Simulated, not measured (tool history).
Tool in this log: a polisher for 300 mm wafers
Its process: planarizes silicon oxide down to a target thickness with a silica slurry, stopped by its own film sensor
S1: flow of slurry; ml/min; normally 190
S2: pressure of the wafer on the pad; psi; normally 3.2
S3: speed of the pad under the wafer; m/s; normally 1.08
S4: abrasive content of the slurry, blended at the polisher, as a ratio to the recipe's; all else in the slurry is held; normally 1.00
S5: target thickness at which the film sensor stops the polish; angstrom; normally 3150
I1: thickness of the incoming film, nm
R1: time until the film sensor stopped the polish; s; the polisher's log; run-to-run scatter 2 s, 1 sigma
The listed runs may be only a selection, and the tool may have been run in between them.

run,day,S1,S2,S3,S4,S5,I1,R1
1,0.000,190,3.2,1.08,1.00,3150,556.5,115.4
2,0.404,190,3.2,1.08,1.00,3150,544.4,112.2
3,0.775,190,3.2,1.08,1.00,3150,542.6,114.4
4,1.342,190,3.2,1.08,1.00,3150,544.4,116.4
5,2.088,190,3.2,1.08,1.00,3150,548.2,120.6
6,2.738,190,3.2,1.08,0.95,3150,543.9,125.9
# day 3.000: worn pad replaced by a new one
7,4.292,190,3.2,1.08,1.00,3150,545.4,112.7
8,4.925,190,3.2,1.40,1.00,3150,551.6,100.4
9,5.383,190,3.2,1.08,1.00,3150,549.4,116.1
10,5.767,190,3.2,1.08,1.00,3150,547.4,119.1
11,6.192,190,3.2,1.08,1.00,3150,551.8,124.8
# day 6.767: worn pad replaced by a new one, of another model than before
12,6.788,190,3.7,1.08,1.00,3150,542.4,93.7
# day 6.862: slurry nozzle cleaned
13,7.271,190,3.2,1.08,1.30,3150,545.3,93.1
14,7.538,190,3.2,1.08,0.70,3150,551.9,166.6
15,8.000,170,3.2,1.08,1.00,2590,552.3,139.6
# day 8.442: slurry blender recalibrated
16,8.588,170,3.2,1.08,1.00,3150,550.4,116.6
17,8.879,190,2.1,1.08,1.00,2540,549.9,177.0
18,9.504,190,3.2,1.08,1.00,3150,547.9,121.1

What does the tool deliver on the next run?
# day 10.025: conditioning disc replaced and pad reconditioned
# day 10.200: head pressure recalibrated
19,10.221,190,3.2,1.08,1.00,3830,548.2,?

R1: 85.5 s
Without the tool's hidden state the same run would have given R1 75.6 s.

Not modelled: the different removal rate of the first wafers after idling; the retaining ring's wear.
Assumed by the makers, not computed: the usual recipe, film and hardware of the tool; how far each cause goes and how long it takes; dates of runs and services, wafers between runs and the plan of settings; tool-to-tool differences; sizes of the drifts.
